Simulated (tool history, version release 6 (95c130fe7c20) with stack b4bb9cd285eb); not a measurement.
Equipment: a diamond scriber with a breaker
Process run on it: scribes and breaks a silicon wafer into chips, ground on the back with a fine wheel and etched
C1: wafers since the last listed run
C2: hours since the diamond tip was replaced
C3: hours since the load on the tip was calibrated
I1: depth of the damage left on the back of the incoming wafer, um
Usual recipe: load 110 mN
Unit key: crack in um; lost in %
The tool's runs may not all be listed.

Run 1, hour 0.0: usual settings; C1 0; C2 827.0; C3 1099.5; I1 0.32. Result: crack 10.27 um, lost 3.28 %.
Run 2, hour 32.3: usual settings; C1 49; C2 859.3; C3 1131.8; I1 0.42. Result: crack 10.02 um, lost 3.25 %.
Run 3, hour 46.5: usual settings but load 103 mN; C1 21; C2 873.5; C3 1146.0; I1 0.58. Result: crack 9.47 um, lost 4.99 %.
Run 4, hour 76.6: usual settings; C1 46; C2 903.6; C3 1176.1; I1 0.63. Result: crack 9.90 um, lost 3.86 %.
Run 5, hour 97.2: usual settings; C1 31; C2 924.2; C3 1196.7; I1 0.39. Result: crack 9.71 um, lost 4.19 %.
Run 6, hour 129.7: usual settings; C1 50; C2 956.7; C3 1229.2; I1 0.73. Result: crack 9.68 um, lost 4.58 %.
Run 7, hour 155.3: usual settings; C1 39; C2 982.3; C3 1254.8; I1 0.75. Result: crack 9.46 um, lost 5.25 %.
Run 8, hour 169.2: usual settings; C1 21; C2 996.2; C3 1268.7; I1 0.55. Result: crack 9.20 um, lost 5.37 %.
Run 9, hour 185.4: usual settings but load 91 mN; C1 25; C2 1012.4; C3 1284.9; I1 0.79. Result: crack 8.54 um, lost 10.55 %.
Run 10, hour 197.4: usual settings but load 91 mN; C1 18; C2 1024.4; C3 1296.9; I1 0.59. Result: crack 8.37 um, lost 11.52 %.
Run 11, hour 213.1: usual settings but load 120 mN; C1 24; C2 1040.1; C3 1312.6; I1 0.36. Result: crack 9.51 um, lost 3.89 %.
At hour 236.1: load on the tip recalibrated.
Run 12, hour 237.2: usual settings but load 136 mN; C1 34; C2 1064.2; C3 1.1; I1 0.35. Result: crack 10.17 um, lost 2.58 %.
Run 13, hour 260.5: usual settings but load 120 mN; C1 36; C2 1087.5; C3 24.4; I1 0.41. Result: crack 9.32 um, lost 4.95 %.
Run 14, hour 276.5: usual settings but load 130 mN; C1 24; C2 1103.5; C3 40.4; I1 0.38. Result: crack 9.59 um, lost 4.33 %.
Run 15, hour 307.8: usual settings but load 128 mN; C1 48; C2 1134.8; C3 71.7; I1 0.36. Result: crack 9.76 um, lost 4.31 %.
At hour 337.1: diamond tip replaced by a new one.
Run 16, hour 342.0: usual settings but load 119 mN; C1 49; C2 4.9; C3 105.9; I1 0.59. Result: crack 12.33 um, lost 0.82 %.
Run 17, hour 355.4: usual settings but load 100 mN; C1 20; C2 18.3; C3 119.3; I1 0.77. Result: crack 11.04 um, lost 1.20 %.
Run 18, hour 387.0: usual settings; C1 48; C2 49.9; C3 150.9; I1 0.34. Result: crack 11.75 um, lost 0.75 %.
Run 19, hour 408.3: usual settings but load 86 mN; C1 32; C2 71.2; C3 172.2; I1 0.57. Result: crack 10.27 um, lost 2.28 %.
Run 20, hour 434.1: usual settings; C1 39; C2 97.0; C3 198.0; I1 0.72. Result: crack 11.65 um, lost 0.78 %.

Forecast each of these 3 alternatives for the next run:
Run A, hour 434.8: usual settings; C1 1; C2 97.7; C3 198.7; I1 0.44. Result: crack ?, lost ?.
Run B, hour 434.8: usual settings but load 82 mN; C1 1; C2 97.7; C3 198.7; I1 0.44. Result: crack ?, lost ?.
Run C, hour 434.8: usual settings but load 137 mN; C1 1; C2 97.7; C3 198.7; I1 0.44. Result: crack ?, lost ?.

run  crack  lost
  A  11.60  0.81
  B  10.00  3.39
  C  13.05  1.96
Without the tool's hidden state the same runs would have given:
run  crack  lost
  A  11.73  0.80
  B  10.11  3.05
  C  13.19  2.21
